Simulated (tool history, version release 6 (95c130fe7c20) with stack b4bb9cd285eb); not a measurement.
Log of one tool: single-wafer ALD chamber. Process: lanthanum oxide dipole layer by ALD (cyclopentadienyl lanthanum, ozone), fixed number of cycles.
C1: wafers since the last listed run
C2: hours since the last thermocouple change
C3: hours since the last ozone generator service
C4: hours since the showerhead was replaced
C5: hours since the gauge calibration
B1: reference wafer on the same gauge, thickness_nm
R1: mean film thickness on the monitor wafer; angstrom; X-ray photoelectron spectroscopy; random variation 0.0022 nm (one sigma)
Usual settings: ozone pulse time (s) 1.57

{"run": 1, "hour": 0.0, "ozone pulse time (s)": 1.57, "C1": 0, "C2": 479.1, "C3": 648.1, "C4": 3652, "C5": 1152.2, "B1": 0.584, "R1": 6.01}
{"run": 2, "hour": 58.6, "ozone pulse time (s)": 1.57, "C1": 804, "C2": 537.7, "C3": 706.7, "C4": 3710.6, "C5": 1210.8, "B1": 0.583, "R1": 6.07}
{"run": 3, "hour": 119.7, "ozone pulse time (s)": 1.57, "C1": 838, "C2": 598.8, "C3": 767.8, "C4": 3771.7, "C5": 1271.9, "B1": 0.582, "R1": 6.04}
{"run": 4, "hour": 162.9, "ozone pulse time (s)": 1.78, "C1": 592, "C2": 642, "C3": 811, "C4": 3814.9, "C5": 1315.1, "B1": 0.582, "R1": 6.09}
{"run": 5, "hour": 263.0, "ozone pulse time (s)": 1.89, "C1": 1373, "C2": 742.1, "C3": 911.1, "C4": 3915, "C5": 1415.2, "B1": 0.58, "R1": 6.13}
{"hour": 263.8, "done": "gauge calibrated"}
{"run": 6, "hour": 324.3, "ozone pulse time (s)": 1.89, "C1": 841, "C2": 803.4, "C3": 972.4, "C4": 3976.3, "C5": 60.5, "B1": 0.592, "R1": 6.26}
{"run": 7, "hour": 406.8, "ozone pulse time (s)": 1.57, "C1": 1132, "C2": 885.9, "C3": 1054.9, "C4": 4058.8, "C5": 143, "B1": 0.591, "R1": 6.14}
{"run": 8, "hour": 447.2, "ozone pulse time (s)": 1.57, "C1": 554, "C2": 926.3, "C3": 1095.3, "C4": 4099.2, "C5": 183.4, "B1": 0.591, "R1": 6.16}
{"hour": 529.8, "done": "ozone generator serviced"}
{"run": 9, "hour": 546.9, "ozone pulse time (s)": 1.57, "C1": 1258, "C2": 1026, "C3": 17.1, "C4": 4198.9, "C5": 283.1, "B1": 0.59, "R1": 6.12}
{"run": 10, "hour": 617.4, "ozone pulse time (s)": 1.57, "C1": 967, "C2": 1096.5, "C3": 87.6, "C4": 4269.4, "C5": 353.6, "B1": 0.59, "R1": 6.12}
{"run": 11, "hour": 655.8, "ozone pulse time (s)": 1.57, "C1": 527, "C2": 1134.9, "C3": 126, "C4": 4307.8, "C5": 392, "B1": 0.59, "R1": 6.13}
{"run": 12, "hour": 725.2, "ozone pulse time (s)": 1.57, "C1": 952, "C2": 1204.3, "C3": 195.4, "C4": 4377.2, "C5": 461.4, "B1": 0.589, "R1": 6.13}
{"run": 13, "hour": 763.6, "ozone pulse time (s)": 1.57, "C1": 527, "C2": 1242.7, "C3": 233.8, "C4": 4415.6, "C5": 499.8, "B1": 0.589, "R1": 6.09}
{"hour": 787.5, "done": "showerhead replaced"}
{"run": 14, "hour": 857.3, "ozone pulse time (s)": 1.19, "C1": 1176, "C2": 1336.4, "C3": 327.5, "C4": 69.8, "C5": 593.5, "B1": 0.588, "R1": 5.79}
{"run": 15, "hour": 901.0, "ozone pulse time (s)": 1.19, "C1": 599, "C2": 1380.1, "C3": 371.2, "C4": 113.5, "C5": 637.2, "B1": 0.589, "R1": 5.81}
{"run": 16, "hour": 1004.8, "ozone pulse time (s)": 1.57, "C1": 1424, "C2": 1483.9, "C3": 475, "C4": 217.3, "C5": 741, "B1": 0.587, "R1": 6.09}
{"run": 17, "hour": 1056.5, "ozone pulse time (s)": 2.09, "C1": 709, "C2": 1535.6, "C3": 526.7, "C4": 269, "C5": 792.7, "B1": 0.587, "R1": 6.24}
{"run": 18, "hour": 1152.0, "ozone pulse time (s)": 2.15, "C1": 1310, "C2": 1631.1, "C3": 622.2, "C4": 364.5, "C5": 888.2, "B1": 0.586, "R1": 6.27}
{"run": 19, "hour": 1231.3, "ozone pulse time (s)": 1.57, "C1": 1088, "C2": 1710.4, "C3": 701.5, "C4": 443.8, "C5": 967.5, "B1": 0.584, "R1": 6.08}
{"hour": 1422.4, "done": "gauge calibrated"}
{"run": 20, "hour": 1545.3, "ozone pulse time (s)": 1.57, "C1": 4309, "C2": 2024.4, "C3": 1015.5, "C4": 757.8, "C5": 122.9, "B1": 0.592, "R1": 6.15}
{"run": 21, "hour": 1609.9, "ozone pulse time (s)": 2.06, "C1": 886, "C2": 2089, "C3": 1080.1, "C4": 822.4, "C5": 187.5, "B1": 0.592, "R1": 6.31}
{"hour": 1721.4, "done": "thermocouple changed; heater temperature recalibrated"}
{"run": 22, "hour": 1721.9, "ozone pulse time (s)": 1.9, "C1": 1427, "C2": 0.5, "C3": 1192.1, "C4": 934.4, "C5": 299.5, "B1": 0.592, "R1": 6.24}
{"hour": 1767.3, "done": "ozone generator serviced"}
{"run": 23, "hour": 1767.8, "ozone pulse time (s)": 1.04, "C1": 520, "C2": 46.4, "C3": 0.5, "C4": 980.3, "C5": 345.4, "B1": 0.592, "R1": 5.67}
{"run": 24, "hour": 1825.3, "ozone pulse time (s)": 1.57, "C1": 789, "C2": 103.9, "C3": 58, "C4": 1037.8, "C5": 402.9, "B1": 0.591, "R1": 6.17}
{"run": 25, "hour": 1881.7, "ozone pulse time (s)": 1.38, "C1": 774, "C2": 160.3, "C3": 114.4, "C4": 1094.2, "C5": 459.3, "B1": 0.591, "R1": 6.03}
{"run": 26, "hour": 1941.5, "ozone pulse time (s)": 1.87, "C1": 820, "C2": 220.1, "C3": 174.2, "C4": 1154, "C5": 519.1, "B1": 0.591, "R1": 6.22}
{"run": 27, "hour": 1984.5, "ozone pulse time (s)": 0.99, "C1": 590, "C2": 263.1, "C3": 217.2, "C4": 1197, "C5": 562.1, "B1": 0.59, "R1": 5.64}
{"run": 28, "hour": 2048.6, "ozone pulse time (s)": 1.96, "C1": 879, "C2": 327.2, "C3": 281.3, "C4": 1261.1, "C5": 626.2, "B1": 0.59, "R1": 6.27}
{"run": 29, "hour": 2114.7, "ozone pulse time (s)": 1.57, "C1": 907, "C2": 393.3, "C3": 347.4, "C4": 1327.2, "C5": 692.3, "B1": 0.59, "R1": 6.11}
{"run": 30, "hour": 2222.7, "ozone pulse time (s)": 1.57, "C1": 1482, "C2": 501.3, "C3": 455.4, "C4": 1435.2, "C5": 800.3, "B1": 0.589, "R1": 6.12}

How the hidden state differs across the entries between the runs, from the last listed run before each to the first after it:
Between runs 5 and 6: gauge calibrated (hour 263.8)
  gauge reads high (%): -2.21 -> -0.343
  measured less the result without the state, R1: -0.14 -> -0.02 angstrom
Between runs 8 and 9: ozone generator serviced (hour 529.8)
  gauge reads high (%): -0.378 -> -0.432
  measured less the result without the state, R1: -0.02 -> -0.03 angstrom
Between runs 13 and 14: showerhead replaced (hour 787.5)
  gauge reads high (%): -0.631 -> -0.752
  measured less the result without the state, R1: -0.04 -> -0.04 angstrom
Between runs 19 and 20: gauge calibrated (hour 1422.4)
  gauge reads high (%): -1.44 -> -0.026
  measured less the result without the state, R1: -0.09 -> -0.01 angstrom
Between runs 21 and 22: thermocouple changed; heater temperature recalibrated (hour 1721.4)
  gauge reads high (%): -0.0495 -> -0.113
  measured less the result without the state, R1: +0 -> -0.01 angstrom
Between runs 22 and 23: ozone generator serviced (hour 1767.3)
  gauge reads high (%): -0.113 -> -0.148
  measured less the result without the state, R1: -0.01 -> +0 angstrom

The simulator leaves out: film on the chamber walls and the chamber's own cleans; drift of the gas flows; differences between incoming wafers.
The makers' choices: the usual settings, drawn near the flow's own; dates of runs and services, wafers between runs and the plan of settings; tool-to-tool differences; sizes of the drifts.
